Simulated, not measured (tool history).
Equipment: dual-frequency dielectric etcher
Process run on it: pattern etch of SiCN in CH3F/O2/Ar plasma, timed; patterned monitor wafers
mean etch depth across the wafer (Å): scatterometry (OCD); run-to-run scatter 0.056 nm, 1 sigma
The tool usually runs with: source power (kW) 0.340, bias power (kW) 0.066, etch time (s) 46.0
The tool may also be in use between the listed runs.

run	hour	source power (kW)	bias power (kW)	etch time (s)	read-back reference wafer on the same gauge, depth_nm	mean etch depth across the wafer (Å)
1	0.0	0.340	0.075	46.0	14.25	146.2
# hour 40.2: gauge calibrated
2	57.5	0.340	0.066	46.0	14.49	144.3
3	109.6	0.340	0.066	46.0	14.49	143.2
4	165.5	0.340	0.066	46.0	14.50	143.9
5	262.4	0.340	0.066	46.0	14.50	143.4
6	362.4	0.340	0.066	46.0	14.49	142.7
7	447.1	0.340	0.066	46.0	14.50	142.3
8	508.8	0.340	0.053	46.0	14.48	134.6
9	555.0	0.340	0.080	46.0	14.48	151.0
# hour 624.8: wet clean of the chamber
10	641.4	0.320	0.061	46.0	14.48	137.5
11	707.3	0.340	0.075	46.0	14.49	149.3
12	801.8	0.340	0.066	46.0	14.49	143.1
13	846.0	0.340	0.066	46.0	14.49	143.4
# hour 952.6: upper electrode replaced
# hour 980.8: source power generator calibrated
14	1007.1	0.300	0.057	40.0	14.49	114.9
15	1088.7	0.340	0.066	46.0	14.49	144.3
16	1164.3	0.340	0.053	37.5	14.47	110.0
17	1225.5	0.360	0.079	46.0	14.48	153.8
# hour 1269.9: wet clean of the chamber
# hour 1273.1: bias power generator calibrated
18	1316.0	0.410	0.066	39.0	14.45	128.9
19	1356.7	0.380	0.060	34.5	14.48	108.0
20	1414.0	0.410	0.057	39.5	14.47	125.8
21	1506.3	0.420	0.066	56.5	14.45	188.0
22	1729.3	0.340	0.066	46.0	14.46	142.8
23	1809.4	0.340	0.066	46.0	14.42	142.2
# hour 1897.1: wet clean of the chamber
24	1897.6	0.400	0.060	57.5	14.43	182.6
25	1974.7	0.300	0.066	36.0	14.42	108.2
26	2021.5	0.280	0.055	50.0	14.44	139.6
27	2108.4	0.310	0.054	58.0	14.44	164.9
28	2173.6	0.280	0.053	36.5	14.37	100.2

What was the tool's hidden state at every run in the log?
etch rate over this chamber's usual, %: 0 in every run
source power that arrives over what is set, %: 0 in every run
bias power that arrives over what is set, %: 0 in every run
H1: gauge reads high (%)
run	H1
1	-1.85
2	0.0222
3	0.0216
4	0.0199
5	0.015
6	0.00692
7	-0.00221
8	-0.0102
9	-0.0169
10	-0.0312
11	-0.0435
12	-0.0635
13	-0.0737
14	-0.116
15	-0.14
16	-0.165
17	-0.185
18	-0.218
19	-0.234
20	-0.257
21	-0.295
22	-0.399
23	-0.44
24	-0.488
25	-0.531
26	-0.558
27	-0.61
28	-0.651

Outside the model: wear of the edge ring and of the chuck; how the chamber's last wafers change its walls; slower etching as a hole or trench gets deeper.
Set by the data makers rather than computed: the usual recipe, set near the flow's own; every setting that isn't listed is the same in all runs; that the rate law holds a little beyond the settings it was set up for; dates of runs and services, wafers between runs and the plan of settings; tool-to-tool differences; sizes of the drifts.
